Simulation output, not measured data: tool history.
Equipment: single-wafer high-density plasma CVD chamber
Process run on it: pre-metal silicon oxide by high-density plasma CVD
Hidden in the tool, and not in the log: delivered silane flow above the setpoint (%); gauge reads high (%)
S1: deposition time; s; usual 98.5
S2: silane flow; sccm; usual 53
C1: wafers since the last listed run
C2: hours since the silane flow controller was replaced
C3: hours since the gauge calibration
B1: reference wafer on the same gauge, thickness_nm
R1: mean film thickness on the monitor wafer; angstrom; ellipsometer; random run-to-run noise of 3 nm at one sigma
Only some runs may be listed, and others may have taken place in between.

run 1 day=0.000 | S1=98.5 S2=61 | C1=0 C2=3479.5 C3=497.3 | B1=588.606 | R1=5974.33
run 2 day=0.762 | S1=98.5 S2=61 | C1=283 C2=3497.8 C3=515.6 | B1=588.380 | R1=5959.19
run 3 day=1.975 | S1=98.5 S2=61 | C1=450 C2=3526.9 C3=544.7 | B1=586.208 | R1=6058.43
run 4 day=3.438 | S1=98.5 S2=53 | C1=543 C2=3562.0 C3=579.8 | B1=589.508 | R1=5407.38
run 5 day=4.408 | S1=98.5 S2=53 | C1=361 C2=3585.3 C3=603.1 | B1=588.346 | R1=5443.90
run 6 day=5.362 | S1=98.5 S2=53 | C1=354 C2=3608.2 C3=626.0 | B1=589.225 | R1=5380.63
run 7 day=6.225 | S1=98.5 S2=60 | C1=320 C2=3628.9 C3=646.7 | B1=587.186 | R1=5880.96
run 8 day=7.175 | S1=98.5 S2=60 | C1=353 C2=3651.7 C3=669.5 | B1=587.802 | R1=5865.46
run 9 day=8.029 | S1=98.5 S2=53 | C1=317 C2=3672.2 C3=690.0 | B1=586.558 | R1=5410.41
run 10 day=8.696 | S1=98.5 S2=53 | C1=247 C2=3688.2 C3=706.0 | B1=588.838 | R1=5396.88
run 11 day=9.479 | S1=92.7 S2=60 | C1=291 C2=3707.0 C3=724.8 | B1=586.822 | R1=5558.29
-- day=9.908 silane flow controller replaced
run 12 day=10.371 | S1=92.7 S2=60 | C1=207 C2=11.1 C3=746.2 | B1=588.417 | R1=5502.32
-- day=11.546 gauge calibrated
run 13 day=11.762 | S1=92.7 S2=60 | C1=517 C2=44.5 C3=5.2 | B1=588.635 | R1=5564.07
run 14 day=12.475 | S1=98.5 S2=48 | C1=265 C2=61.6 C3=22.3 | B1=588.127 | R1=5028.05
run 15 day=13.583 | S1=98.5 S2=48 | C1=412 C2=88.2 C3=48.9 | B1=588.100 | R1=5065.79
run 16 day=14.100 | S1=98.5 S2=53 | C1=192 C2=100.6 C3=61.3 | B1=587.707 | R1=5387.27
run 17 day=15.304 | S1=98.5 S2=53 | C1=447 C2=129.5 C3=90.2 | B1=588.992 | R1=5389.85
run 18 day=16.762 | S1=98.5 S2=57 | C1=542 C2=164.5 C3=125.2 | B1=587.691 | R1=5651.04
run 19 day=17.525 | S1=103.5 S2=45 | C1=283 C2=182.8 C3=143.5 | B1=587.419 | R1=5125.74
run 20 day=18.304 | S1=98.5 S2=53 | C1=289 C2=201.5 C3=162.2 | B1=588.029 | R1=5400.61
run 21 day=18.946 | S1=98.5 S2=53 | C1=238 C2=216.9 C3=177.6 | B1=588.087 | R1=5428.90
run 22 day=19.462 | S1=98.5 S2=45 | C1=192 C2=229.3 C3=190.0 | B1=589.373 | R1=4876.13
run 23 day=20.862 | S1=98.5 S2=50 | C1=520 C2=262.9 C3=223.6 | B1=587.907 | R1=5205.73
run 24 day=22.317 | S1=106.2 S2=63 | C1=540 C2=297.8 C3=258.5 | B1=586.597 | R1=6635.53
run 25 day=23.754 | S1=104.6 S2=43 | C1=534 C2=332.3 C3=293.0 | B1=587.134 | R1=4956.95
run 26 day=25.117 | S1=110.9 S2=49 | C1=506 C2=365.0 C3=325.7 | B1=588.010 | R1=5739.77
run 27 day=25.625 | S1=116.3 S2=58 | C1=189 C2=377.2 C3=337.9 | B1=587.689 | R1=6814.26
run 28 day=26.421 | S1=79.9 S2=62 | C1=296 C2=396.3 C3=357.0 | B1=587.767 | R1=4887.41
run 29 day=27.654 | S1=98.5 S2=62 | C1=458 C2=425.9 C3=386.6 | B1=587.707 | R1=6052.22
run 30 day=28.392 | S1=82.2 S2=56 | C1=274 C2=443.6 C3=404.3 | B1=588.931 | R1=4691.50
run 31 day=29.225 | S1=98.5 S2=53 | C1=309 C2=463.6 C3=424.3 | B1=588.256 | R1=5371.82
run 32 day=30.529 | S1=98.5 S2=53 | C1=485 C2=494.9 C3=455.6 | B1=587.442 | R1=5411.04
run 33 day=31.275 | S1=80.0 S2=47 | C1=277 C2=512.8 C3=473.5 | B1=588.457 | R1=4021.59
run 34 day=32.100 | S1=98.5 S2=53 | C1=306 C2=532.6 C3=493.3 | B1=587.419 | R1=5439.34

Each row is a separate what-if for the run after 34, all from the same tool condition, not one after another. Results?
run A day=32.117 | S1=98.5 S2=53 | C1=6 C2=533.0 C3=493.7 | B1=? | R1=?
run B day=32.117 | S1=82.5 S2=56 | C1=6 C2=533.0 C3=493.7 | B1=? | R1=?
run C day=32.117 | S1=81.4 S2=44 | C1=6 C2=533.0 C3=493.7 | B1=? | R1=?

run=A B1=588.834 R1=5399.10
run=B B1=588.834 R1=4699.36
run=C B1=588.834 R1=3937.07
The same runs, with their run-to-run variation unchanged, on a tool lacking any hidden condition would have given:
run=A R1=5399.10
run=B R1=4699.36
run=C R1=3937.07
